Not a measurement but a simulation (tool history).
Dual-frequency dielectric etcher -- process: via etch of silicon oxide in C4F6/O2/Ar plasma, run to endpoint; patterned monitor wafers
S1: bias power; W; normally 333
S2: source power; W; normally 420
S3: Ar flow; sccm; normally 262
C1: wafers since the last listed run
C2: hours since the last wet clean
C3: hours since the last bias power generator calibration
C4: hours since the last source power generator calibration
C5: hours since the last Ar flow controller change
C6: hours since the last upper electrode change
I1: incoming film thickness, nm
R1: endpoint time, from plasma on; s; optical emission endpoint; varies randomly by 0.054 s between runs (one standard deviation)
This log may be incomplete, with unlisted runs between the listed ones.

run	hour	S1	S2	S3	C1	C2	C3	C4	C5	C6	I1	R1
1	0.0	353	420	262	0	119.3	3066.9	2550.4	1465.2	1682.1	69.6	17.6
2	20.1	333	420	262	272	139.4	3087.0	2570.5	1485.3	1702.2	70.1	17.9
3	48.6	333	420	262	387	167.9	3115.5	2599.0	1513.8	1730.7	71.1	18.1
4	72.4	333	420	262	323	191.7	3139.3	2622.8	1537.6	1754.5	70.0	17.9
5	102.1	333	420	262	403	221.4	3169.0	2652.5	1567.3	1784.2	70.3	17.9
# hour 116.6: source power generator calibrated
6	135.9	333	420	262	404	255.2	3202.8	19.3	1601.1	1818.0	70.7	18.1
# hour 168.6: Ar flow controller replaced
7	169.1	333	420	262	369	288.4	3236.0	52.5	0.5	1851.2	69.8	17.8
8	194.8	333	490	262	349	314.1	3261.7	78.2	26.2	1876.9	69.2	16.8
9	225.3	333	490	262	414	344.6	3292.2	108.7	56.7	1907.4	70.2	17.0
10	256.5	333	490	262	423	375.8	3323.4	139.9	87.9	1938.6	70.6	17.2
11	290.3	333	340	262	459	409.6	3357.2	173.7	121.7	1972.4	69.9	19.3
12	308.0	268	420	262	240	427.3	3374.9	191.4	139.4	1990.1	69.2	18.7
13	334.0	333	420	262	353	453.3	3400.9	217.4	165.4	2016.1	69.8	18.0
14	367.8	333	460	262	459	487.1	3434.7	251.2	199.2	2049.9	71.0	17.7
# hour 399.6: bias power generator calibrated
# hour 407.9: wet clean of the chamber
15	408.4	333	420	262	384	0.5	8.8	291.8	239.8	2090.5	70.4	17.9
16	414.9	375	500	262	88	7.0	15.3	298.3	246.3	2097.0	70.0	16.2
17	445.3	379	360	201	412	37.4	45.7	328.7	276.7	2127.4	70.2	17.7
18	458.5	333	450	308	179	50.6	58.9	341.9	289.9	2140.6	69.8	17.7
# hour 498.4: upper electrode replaced
19	498.9	289	320	262	222	91.0	99.3	382.3	330.3	0.5	70.7	20.5
20	515.3	333	420	308	222	107.4	115.7	398.7	346.7	16.9	70.2	18.3
21	533.6	382	470	262	248	125.7	134.0	417.0	365.0	35.2	70.5	16.7
22	548.1	333	460	316	196	140.2	148.5	431.5	379.5	49.7	70.7	17.9
23	583.1	333	460	262	475	175.2	183.5	466.5	414.5	84.7	70.3	17.5
24	609.0	373	380	241	351	201.1	209.4	492.4	440.4	110.6	70.4	18.0
25	637.8	302	420	213	391	229.9	238.2	521.2	469.2	139.4	70.5	17.9
26	651.3	401	420	262	183	243.4	251.7	534.7	482.7	152.9	70.0	17.0
27	674.1	333	420	262	309	266.2	274.5	557.5	505.5	175.7	70.3	17.9
28	705.5	333	420	323	426	297.6	305.9	588.9	536.9	207.1	70.7	18.5

Predict each of these 5 candidate next runs independently; none follows another, all start after run 28:
A	705.9	333	420	262	5	298.0	306.3	589.3	537.3	207.5	70.3	?
B	705.9	252	490	222	5	298.0	306.3	589.3	537.3	207.5	70.3	?
C	705.9	307	350	262	5	298.0	306.3	589.3	537.3	207.5	70.3	?
D	705.9	333	360	262	5	298.0	306.3	589.3	537.3	207.5	70.3	?
E	705.9	397	420	236	5	298.0	306.3	589.3	537.3	207.5	70.3	?

run	R1
A	18.1
B	17.8
C	19.7
D	19.1
E	17.0
The same runs, with their run-to-run variation unchanged, on a tool lacking any hidden condition would have given:
run	R1
A	18.0
B	17.7
C	19.6
D	19.0
E	16.9
